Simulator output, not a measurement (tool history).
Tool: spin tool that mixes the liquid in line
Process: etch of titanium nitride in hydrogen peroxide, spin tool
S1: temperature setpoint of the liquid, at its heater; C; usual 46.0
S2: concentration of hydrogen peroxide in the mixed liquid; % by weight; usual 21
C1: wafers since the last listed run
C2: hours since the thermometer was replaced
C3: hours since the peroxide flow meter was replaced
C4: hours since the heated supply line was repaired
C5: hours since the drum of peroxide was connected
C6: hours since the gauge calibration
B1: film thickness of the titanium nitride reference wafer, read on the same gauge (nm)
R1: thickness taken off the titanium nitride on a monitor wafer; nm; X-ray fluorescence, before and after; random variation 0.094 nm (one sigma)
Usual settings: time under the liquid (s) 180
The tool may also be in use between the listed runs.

{"run": 1, "hour": 0.0, "S1": 46.0, "S2": 21, "time under the liquid (s)": 180, "C1": 0, "C2": 1699.4, "C3": 1167.7, "C4": 1710.7, "C5": 336.7, "C6": 93.5, "B1": 149.98, "R1": 14.97}
{"run": 2, "hour": 11.2, "S1": 46.0, "S2": 19, "time under the liquid (s)": 180, "C1": 66, "C2": 1710.6, "C3": 1178.9, "C4": 1721.9, "C5": 347.9, "C6": 104.7, "B1": 149.98, "R1": 14.57}
{"run": 3, "hour": 24.0, "S1": 46.0, "S2": 19, "time under the liquid (s)": 180, "C1": 75, "C2": 1723.4, "C3": 1191.7, "C4": 1734.7, "C5": 360.7, "C6": 117.5, "B1": 149.99, "R1": 14.53}
{"run": 4, "hour": 32.5, "S1": 46.0, "S2": 21, "time under the liquid (s)": 180, "C1": 50, "C2": 1731.9, "C3": 1200.2, "C4": 1743.2, "C5": 369.2, "C6": 126.0, "B1": 150.0, "R1": 14.94}
{"run": 5, "hour": 49.9, "S1": 46.0, "S2": 21, "time under the liquid (s)": 180, "C1": 103, "C2": 1749.3, "C3": 1217.6, "C4": 1760.6, "C5": 386.6, "C6": 143.4, "B1": 149.99, "R1": 14.92}
{"run": 6, "hour": 61.0, "S1": 46.0, "S2": 21, "time under the liquid (s)": 180, "C1": 65, "C2": 1760.4, "C3": 1228.7, "C4": 1771.7, "C5": 397.7, "C6": 154.5, "B1": 150.01, "R1": 15.08}
{"run": 7, "hour": 69.0, "S1": 46.0, "S2": 21, "time under the liquid (s)": 180, "C1": 47, "C2": 1768.4, "C3": 1236.7, "C4": 1779.7, "C5": 405.7, "C6": 162.5, "B1": 150.0, "R1": 15.03}
{"hour": 77.9, "done": "new drum of peroxide connected"}
{"run": 8, "hour": 81.5, "S1": 46.0, "S2": 21, "time under the liquid (s)": 180, "C1": 68, "C2": 1780.9, "C3": 1249.2, "C4": 1792.2, "C5": 3.6, "C6": 175.0, "B1": 149.99, "R1": 15.09}
{"run": 9, "hour": 95.5, "S1": 46.0, "S2": 21, "time under the liquid (s)": 180, "C1": 82, "C2": 1794.9, "C3": 1263.2, "C4": 1806.2, "C5": 17.6, "C6": 189.0, "B1": 149.99, "R1": 14.97}
{"run": 10, "hour": 112.4, "S1": 46.0, "S2": 21, "time under the liquid (s)": 180, "C1": 100, "C2": 1811.8, "C3": 1280.1, "C4": 1823.1, "C5": 34.5, "C6": 205.9, "B1": 149.99, "R1": 15.13}
{"run": 11, "hour": 129.5, "S1": 55.0, "S2": 21, "time under the liquid (s)": 180, "C1": 101, "C2": 1828.9, "C3": 1297.2, "C4": 1840.2, "C5": 51.6, "C6": 223.0, "B1": 150.0, "R1": 28.97}
{"hour": 139.3, "done": "heated supply line repaired"}
{"hour": 139.7, "done": "peroxide flow meter replaced"}
{"run": 12, "hour": 163.6, "S1": 42.5, "S2": 18, "time under the liquid (s)": 145, "C1": 193, "C2": 1863.0, "C3": 23.9, "C4": 24.3, "C5": 85.7, "C6": 257.1, "B1": 150.02, "R1": 9.21}
{"run": 13, "hour": 176.4, "S1": 55.0, "S2": 26, "time under the liquid (s)": 275, "C1": 75, "C2": 1875.8, "C3": 36.7, "C4": 37.1, "C5": 98.5, "C6": 269.9, "B1": 149.99, "R1": 45.46}
{"hour": 176.5, "done": "gauge calibrated"}
{"run": 14, "hour": 184.9, "S1": 46.0, "S2": 21, "time under the liquid (s)": 180, "C1": 50, "C2": 1884.3, "C3": 45.2, "C4": 45.6, "C5": 107.0, "C6": 8.4, "B1": 149.99, "R1": 15.34}
{"run": 15, "hour": 191.6, "S1": 46.0, "S2": 21, "time under the liquid (s)": 180, "C1": 39, "C2": 1891.0, "C3": 51.9, "C4": 52.3, "C5": 113.7, "C6": 15.1, "B1": 149.99, "R1": 15.09}

Run 16 comes next. What will it give?
{"hour": 200.3, "done": "thermometer replaced"}
{"run": 16, "hour": 202.2, "S1": 46.0, "S2": 21, "time under the liquid (s)": 180, "C1": 56, "C2": 1.9, "C3": 62.5, "C4": 62.9, "C5": 124.3, "C6": 25.7, "B1": "?", "R1": "?"}

B1: 150.02
R1: 12.84 nm
Without the tool's hidden state the same run would have given R1 12.60 nm.
